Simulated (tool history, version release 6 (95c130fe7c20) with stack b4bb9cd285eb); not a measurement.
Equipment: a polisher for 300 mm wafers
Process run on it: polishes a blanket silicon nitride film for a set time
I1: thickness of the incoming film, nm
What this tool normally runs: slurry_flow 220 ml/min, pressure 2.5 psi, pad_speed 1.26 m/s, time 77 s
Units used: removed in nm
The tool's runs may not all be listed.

{"run": 1, "hour": 0.0, "slurry_flow": 220, "pressure": 2.5, "pad_speed": 1.26, "time": 64, "I1": 471.9, "removed": 103.7}
{"hour": 16.6, "done": "head pressure recalibrated"}
{"run": 2, "hour": 17.1, "slurry_flow": 220, "pressure": 2.5, "pad_speed": 1.26, "time": 64, "I1": 471.5, "removed": 102.6}
{"run": 3, "hour": 35.6, "slurry_flow": 185, "pressure": 2.5, "pad_speed": 1.08, "time": 77, "I1": 475.8, "removed": 109.7}
{"run": 4, "hour": 48.8, "slurry_flow": 220, "pressure": 2.5, "pad_speed": 1.26, "time": 77, "I1": 467, "removed": 124.4}
{"run": 5, "hour": 84.1, "slurry_flow": 220, "pressure": 2.5, "pad_speed": 1.26, "time": 77, "I1": 477.2, "removed": 124.5}
{"hour": 112.4, "done": "worn pad replaced by a new one"}
{"run": 6, "hour": 113.1, "slurry_flow": 220, "pressure": 2.5, "pad_speed": 1.26, "time": 77, "I1": 463.3, "removed": 124.7}
{"run": 7, "hour": 145.7, "slurry_flow": 220, "pressure": 2.5, "pad_speed": 1.26, "time": 77, "I1": 471.7, "removed": 125.3}
{"run": 8, "hour": 170.9, "slurry_flow": 220, "pressure": 2.5, "pad_speed": 1.26, "time": 77, "I1": 464.7, "removed": 124.5}
{"run": 9, "hour": 202.3, "slurry_flow": 220, "pressure": 3.2, "pad_speed": 1.26, "time": 68, "I1": 476.4, "removed": 139.3}
{"run": 10, "hour": 219.4, "slurry_flow": 220, "pressure": 3, "pad_speed": 1.26, "time": 77, "I1": 465.4, "removed": 148.2}
{"hour": 257.0, "done": "worn pad replaced by a new one"}
{"run": 11, "hour": 271.6, "slurry_flow": 220, "pressure": 3, "pad_speed": 1.26, "time": 77, "I1": 467.4, "removed": 151.9}
{"run": 12, "hour": 303.1, "slurry_flow": 220, "pressure": 3, "pad_speed": 1.26, "time": 77, "I1": 474.8, "removed": 147.5}
{"run": 13, "hour": 327.9, "slurry_flow": 220, "pressure": 1.8, "pad_speed": 1.26, "time": 77, "I1": 473.7, "removed": 90.7}
{"hour": 341.6, "done": "slurry nozzle cleaned"}
{"run": 14, "hour": 352.0, "slurry_flow": 220, "pressure": 1.8, "pad_speed": 1.26, "time": 77, "I1": 466.4, "removed": 88.5}
{"run": 15, "hour": 385.3, "slurry_flow": 220, "pressure": 1.8, "pad_speed": 1.26, "time": 77, "I1": 472, "removed": 89.8}
{"run": 16, "hour": 410.5, "slurry_flow": 260, "pressure": 2.5, "pad_speed": 1.5, "time": 77, "I1": 473.4, "removed": 147.6}
{"hour": 441.0, "done": "worn pad replaced by a new one"}
{"run": 17, "hour": 441.5, "slurry_flow": 220, "pressure": 2.5, "pad_speed": 0.92, "time": 98, "I1": 468.9, "removed": 121.7}
{"run": 18, "hour": 466.2, "slurry_flow": 220, "pressure": 2.5, "pad_speed": 1.26, "time": 77, "I1": 469.4, "removed": 125.5}
{"run": 19, "hour": 500.3, "slurry_flow": 220, "pressure": 2.5, "pad_speed": 1.46, "time": 84, "I1": 467.5, "removed": 152.5}
{"run": 20, "hour": 529.5, "slurry_flow": 220, "pressure": 2.5, "pad_speed": 1.26, "time": 77, "I1": 476, "removed": 123.9}
{"run": 21, "hour": 548.6, "slurry_flow": 220, "pressure": 2.8, "pad_speed": 1.38, "time": 102, "I1": 464.3, "removed": 201.1}
{"hour": 571.8, "done": "head pressure recalibrated"}
{"run": 22, "hour": 577.4, "slurry_flow": 295, "pressure": 2.5, "pad_speed": 0.88, "time": 95, "I1": 466.8, "removed": 117.5}
{"run": 23, "hour": 598.6, "slurry_flow": 220, "pressure": 2.5, "pad_speed": 0.84, "time": 54, "I1": 466.9, "removed": 62.6}
{"run": 24, "hour": 622.8, "slurry_flow": 220, "pressure": 2.5, "pad_speed": 1.26, "time": 96, "I1": 468.7, "removed": 155.1}
{"hour": 629.0, "done": "worn pad replaced by a new one"}
{"run": 25, "hour": 654.6, "slurry_flow": 220, "pressure": 2.5, "pad_speed": 1.26, "time": 77, "I1": 469.2, "removed": 126.8}
{"run": 26, "hour": 688.3, "slurry_flow": 275, "pressure": 3.3, "pad_speed": 1.56, "time": 77, "I1": 471.1, "removed": 195.6}
{"run": 27, "hour": 720.9, "slurry_flow": 220, "pressure": 3.4, "pad_speed": 1.26, "time": 77, "I1": 469.7, "removed": 166.8}
{"run": 28, "hour": 753.0, "slurry_flow": 220, "pressure": 2.5, "pad_speed": 0.88, "time": 87, "I1": 471.3, "removed": 108.2}
{"run": 29, "hour": 769.0, "slurry_flow": 220, "pressure": 2.5, "pad_speed": 1.26, "time": 77, "I1": 465.3, "removed": 123.3}
{"run": 30, "hour": 800.8, "slurry_flow": 220, "pressure": 2.5, "pad_speed": 1.26, "time": 77, "I1": 467, "removed": 124.9}

Branching from run 30: 3 alternative next runs. What would each branch give?
{"run": "A", "hour": 801.2, "slurry_flow": 220, "pressure": 2.5, "pad_speed": 1.04, "time": 77, "I1": 464, "removed": "?"}
{"run": "B", "hour": 801.2, "slurry_flow": 270, "pressure": 1.6, "pad_speed": 1.26, "time": 77, "I1": 464, "removed": "?"}
{"run": "C", "hour": 801.2, "slurry_flow": 195, "pressure": 3.1, "pad_speed": 1.26, "time": 77, "I1": 464, "removed": "?"}

run=A removed=107.6
run=B removed=81.7
run=C removed=153.9
Stripped of hidden state, with their random variation kept, the same runs would have yielded:
run=A removed=107.6
run=B removed=81.7
run=C removed=153.9
